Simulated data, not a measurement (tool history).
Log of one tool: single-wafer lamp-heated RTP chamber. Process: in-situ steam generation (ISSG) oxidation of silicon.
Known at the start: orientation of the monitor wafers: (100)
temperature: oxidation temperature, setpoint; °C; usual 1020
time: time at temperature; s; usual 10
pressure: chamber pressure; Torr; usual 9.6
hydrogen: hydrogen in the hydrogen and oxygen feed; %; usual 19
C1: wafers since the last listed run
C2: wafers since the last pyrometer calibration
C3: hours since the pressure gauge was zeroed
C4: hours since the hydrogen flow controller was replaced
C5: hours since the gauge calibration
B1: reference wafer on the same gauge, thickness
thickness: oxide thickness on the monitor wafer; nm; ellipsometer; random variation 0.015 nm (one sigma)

run 1 day=0.000 | temperature=1005 time=7 pressure=9.6 hydrogen=19 | C1=0 C2=2904 C3=2879.4 C4=1473.6 C5=68.3 | B1=4.910 | thickness=3.574
run 2 day=1.771 | temperature=1005 time=7 pressure=9.6 hydrogen=19 | C1=497 C2=3401 C3=2921.9 C4=1516.1 C5=110.8 | B1=4.919 | thickness=3.574
-- day=2.888 pyrometer window cleaned and pyrometer calibrated
run 3 day=2.908 | temperature=1020 time=10 pressure=9.6 hydrogen=19 | C1=225 C2=5 C3=2949.2 C4=1543.4 C5=138.1 | B1=4.922 | thickness=4.378
run 4 day=3.996 | temperature=1020 time=10 pressure=9.6 hydrogen=19 | C1=305 C2=311 C3=2975.3 C4=1569.5 C5=164.2 | B1=4.928 | thickness=4.402
run 5 day=6.038 | temperature=1020 time=10 pressure=9.6 hydrogen=19 | C1=573 C2=884 C3=3024.3 C4=1618.5 C5=213.2 | B1=4.938 | thickness=4.426
run 6 day=8.125 | temperature=1020 time=10 pressure=9.1 hydrogen=19 | C1=586 C2=1470 C3=3074.4 C4=1668.6 C5=263.3 | B1=4.948 | thickness=4.452
run 7 day=10.412 | temperature=1020 time=10 pressure=9.1 hydrogen=19 | C1=642 C2=2112 C3=3129.3 C4=1723.5 C5=318.2 | B1=4.958 | thickness=4.476
run 8 day=11.817 | temperature=1020 time=9 pressure=9.6 hydrogen=19 | C1=394 C2=2506 C3=3163.0 C4=1757.2 C5=351.9 | B1=4.964 | thickness=4.241
run 9 day=14.642 | temperature=1020 time=10 pressure=9.6 hydrogen=19 | C1=793 C2=3300 C3=3230.8 C4=1825.0 C5=419.7 | B1=4.978 | thickness=4.463
-- day=15.654 pyrometer window cleaned and pyrometer calibrated
run 10 day=15.962 | temperature=1020 time=10 pressure=9.6 hydrogen=19 | C1=277 C2=86 C3=3262.5 C4=1856.7 C5=451.4 | B1=4.983 | thickness=4.456
run 11 day=18.650 | temperature=1020 time=12 pressure=9.6 hydrogen=19 | C1=754 C2=840 C3=3327.0 C4=1921.2 C5=515.9 | B1=4.996 | thickness=4.843
-- day=20.796 gauge calibrated
run 12 day=21.354 | temperature=1020 time=10 pressure=9.6 hydrogen=19 | C1=759 C2=1600 C3=3391.9 C4=1986.1 C5=13.4 | B1=4.905 | thickness=4.387
run 13 day=23.717 | temperature=1035 time=10 pressure=9.6 hydrogen=19 | C1=663 C2=2263 C3=3448.6 C4=2042.8 C5=70.1 | B1=4.917 | thickness=4.657
run 14 day=26.321 | temperature=1020 time=10 pressure=9.6 hydrogen=11 | C1=731 C2=2994 C3=3511.1 C4=2105.3 C5=132.6 | B1=4.935 | thickness=3.872
run 15 day=27.325 | temperature=1013 time=14 pressure=8.2 hydrogen=16 | C1=281 C2=3276 C3=3535.2 C4=2129.4 C5=156.7 | B1=4.934 | thickness=4.850
run 16 day=28.538 | temperature=1020 time=13 pressure=9.6 hydrogen=19 | C1=340 C2=3616 C3=3564.3 C4=2158.5 C5=185.8 | B1=4.936 | thickness=4.981
-- day=28.962 pressure gauge zeroed
-- day=29.121 hydrogen flow controller replaced
-- day=31.004 pyrometer window cleaned and pyrometer calibrated
run 17 day=31.179 | temperature=1020 time=10 pressure=9.6 hydrogen=27 | C1=510 C2=49 C3=53.2 C4=49.4 C5=249.2 | B1=4.954 | thickness=4.847
run 18 day=32.454 | temperature=1020 time=10 pressure=8.9 hydrogen=11 | C1=357 C2=407 C3=83.8 C4=80.0 C5=279.8 | B1=4.959 | thickness=3.931
run 19 day=33.925 | temperature=1020 time=10 pressure=9.6 hydrogen=19 | C1=412 C2=820 C3=119.1 C4=115.3 C5=315.1 | B1=4.968 | thickness=4.426
run 20 day=36.904 | temperature=1020 time=10 pressure=9.6 hydrogen=19 | C1=836 C2=1656 C3=190.6 C4=186.8 C5=386.6 | B1=4.981 | thickness=4.460
run 21 day=39.108 | temperature=1036 time=10 pressure=8.2 hydrogen=11 | C1=618 C2=2275 C3=243.5 C4=239.7 C5=439.5 | B1=4.992 | thickness=4.242

5 ways to go on from here, each from the tool as it stands after run 21. What would each give?
run A day=39.125 | temperature=1020 time=10 pressure=9.6 hydrogen=19 | C1=4 C2=2280 C3=243.9 C4=240.1 C5=439.9 | B1=? | thickness=?
run B day=39.125 | temperature=1002 time=10 pressure=9.6 hydrogen=19 | C1=4 C2=2280 C3=243.9 C4=240.1 C5=439.9 | B1=? | thickness=?
run C day=39.125 | temperature=1036 time=10 pressure=9.6 hydrogen=19 | C1=4 C2=2280 C3=243.9 C4=240.1 C5=439.9 | B1=? | thickness=?
run D day=39.125 | temperature=1004 time=13 pressure=8.8 hydrogen=12 | C1=4 C2=2280 C3=243.9 C4=240.1 C5=439.9 | B1=? | thickness=?
run E day=39.125 | temperature=1020 time=14 pressure=9.6 hydrogen=23 | C1=4 C2=2280 C3=243.9 C4=240.1 C5=439.9 | B1=? | thickness=?

run=A B1=4.991 thickness=4.447
run=B B1=4.991 thickness=4.176
run=C B1=4.991 thickness=4.737
run=D B1=4.991 thickness=4.290
run=E B1=4.991 thickness=5.423
Without the tool's hidden state the same runs would have given:
run=A thickness=4.366
run=B thickness=4.100
run=C thickness=4.650
run=D thickness=4.212
run=E thickness=5.324
